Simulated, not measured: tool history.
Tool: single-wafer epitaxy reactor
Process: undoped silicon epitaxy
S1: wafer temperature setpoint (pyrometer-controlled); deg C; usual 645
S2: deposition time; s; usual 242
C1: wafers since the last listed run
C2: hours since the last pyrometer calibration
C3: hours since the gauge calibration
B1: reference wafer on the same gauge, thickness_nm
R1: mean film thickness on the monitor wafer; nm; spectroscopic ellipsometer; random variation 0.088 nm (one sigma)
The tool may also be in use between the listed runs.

| run | hour | S1 | S2 | C1 | C2 | C3 | B1 | R1 |
|---|---|---|---|---|---|---|---|---|
| 1 | 0.0 | 645 | 242 | 0 | 361.2 | 1966.9 | 33.520 | 34.120 |
| 2 | 81.5 | 645 | 272 | 602 | 442.7 | 2048.4 | 33.535 | 38.503 |
|  | 222.9 | gauge calibrated |
| 3 | 303.3 | 645 | 272 | 1638 | 664.5 | 80.4 | 33.524 | 38.492 |
| 4 | 367.9 | 645 | 272 | 477 | 729.1 | 145.0 | 33.481 | 38.618 |
| 5 | 436.0 | 654 | 242 | 503 | 797.2 | 213.1 | 33.501 | 40.958 |
| 6 | 520.7 | 654 | 242 | 625 | 881.9 | 297.8 | 33.526 | 40.933 |
| 7 | 599.7 | 654 | 242 | 583 | 960.9 | 376.8 | 33.457 | 41.201 |
| 8 | 703.7 | 645 | 242 | 768 | 1064.9 | 480.8 | 33.497 | 34.554 |
| 9 | 799.0 | 645 | 242 | 704 | 1160.2 | 576.1 | 33.534 | 34.748 |
| 10 | 883.5 | 645 | 242 | 624 | 1244.7 | 660.6 | 33.483 | 34.748 |
| 11 | 974.1 | 645 | 242 | 669 | 1335.3 | 751.2 | 33.514 | 34.710 |
| 12 | 1073.4 | 650 | 242 | 733 | 1434.6 | 850.5 | 33.489 | 38.289 |
|  | 1133.3 | pyrometer calibrated |
| 13 | 1133.8 | 645 | 242 | 387 | 0.5 | 910.9 | 33.494 | 32.664 |
| 14 | 1303.0 | 645 | 242 | 1250 | 169.7 | 1080.1 | 33.509 | 32.801 |
| 15 | 1364.4 | 645 | 260 | 453 | 231.1 | 1141.5 | 33.496 | 35.203 |
| 16 | 1430.8 | 645 | 260 | 490 | 297.5 | 1207.9 | 33.452 | 35.336 |
| 17 | 1508.8 | 645 | 260 | 576 | 375.5 | 1285.9 | 33.501 | 35.184 |
| 18 | 1570.2 | 645 | 242 | 453 | 436.9 | 1347.3 | 33.542 | 32.946 |
| 19 | 1620.8 | 645 | 242 | 373 | 487.5 | 1397.9 | 33.499 | 32.864 |
| 20 | 1726.4 | 640 | 242 | 780 | 593.1 | 1503.5 | 33.502 | 29.952 |
|  | 1743.6 | pyrometer calibrated, repeated, since the last time left the tool worse |
| 21 | 1777.9 | 653 | 242 | 321 | 34.3 | 1555.0 | 33.506 | 39.554 |
| 22 | 1853.8 | 645 | 224 | 560 | 110.2 | 1630.9 | 33.526 | 31.473 |
| 23 | 1951.9 | 645 | 276 | 724 | 208.3 | 1729.0 | 33.502 | 38.831 |
| 24 | 2045.7 | 645 | 242 | 693 | 302.1 | 1822.8 | 33.499 | 34.182 |
| 25 | 2107.8 | 640 | 278 | 458 | 364.2 | 1884.9 | 33.499 | 35.671 |
|  | 2125.9 | gauge calibrated |
| 26 | 2198.4 | 657 | 257 | 669 | 454.8 | 72.5 | 33.494 | 45.770 |
| 27 | 2508.6 | 645 | 242 | 2291 | 765.0 | 382.7 | 33.481 | 34.345 |
| 28 | 2565.3 | 645 | 242 | 418 | 821.7 | 439.4 | 33.523 | 34.508 |
| 29 | 2656.6 | 645 | 259 | 674 | 913.0 | 530.7 | 33.493 | 37.149 |
| 30 | 2694.8 | 639 | 242 | 282 | 951.2 | 568.9 | 33.525 | 30.860 |
| 31 | 2781.3 | 645 | 242 | 639 | 1037.7 | 655.4 | 33.483 | 34.727 |
| 32 | 2877.9 | 658 | 242 | 713 | 1134.3 | 752.0 | 33.530 | 44.287 |
| 33 | 2960.4 | 640 | 284 | 609 | 1216.8 | 834.5 | 33.500 | 37.122 |
| 34 | 3063.5 | 634 | 259 | 761 | 1319.9 | 937.6 | 33.504 | 29.967 |
| 35 | 3124.3 | 645 | 242 | 449 | 1380.7 | 998.4 | 33.479 | 34.770 |
| 36 | 3248.6 | 653 | 284 | 918 | 1505.0 | 1122.7 | 33.500 | 47.903 |
|  | 3269.1 | pyrometer calibrated |
| 37 | 3319.7 | 636 | 271 | 466 | 50.6 | 1193.8 | 33.504 | 32.054 |
| 38 | 3388.7 | 658 | 255 | 509 | 119.6 | 1262.8 | 33.466 | 46.179 |

4 ways to go on from here, each from the tool as it stands after run 38. What would each give?
| A | 3389.2 | 645 | 242 | 3 | 120.1 | 1263.3 | ? | ? |
| B | 3389.2 | 645 | 204 | 3 | 120.1 | 1263.3 | ? | ? |
| C | 3389.2 | 638 | 201 | 3 | 120.1 | 1263.3 | ? | ? |
| D | 3389.2 | 645 | 219 | 3 | 120.1 | 1263.3 | ? | ? |

| run | B1 | R1 |
|---|---|---|
| A | 33.502 | 34.174 |
| B | 33.502 | 28.808 |
| C | 33.502 | 24.761 |
| D | 33.502 | 30.926 |
Without the tool's hidden state the same runs would have given:
| run | R1 |
|---|---|
| A | 34.088 |
| B | 28.736 |
| C | 24.698 |
| D | 30.849 |

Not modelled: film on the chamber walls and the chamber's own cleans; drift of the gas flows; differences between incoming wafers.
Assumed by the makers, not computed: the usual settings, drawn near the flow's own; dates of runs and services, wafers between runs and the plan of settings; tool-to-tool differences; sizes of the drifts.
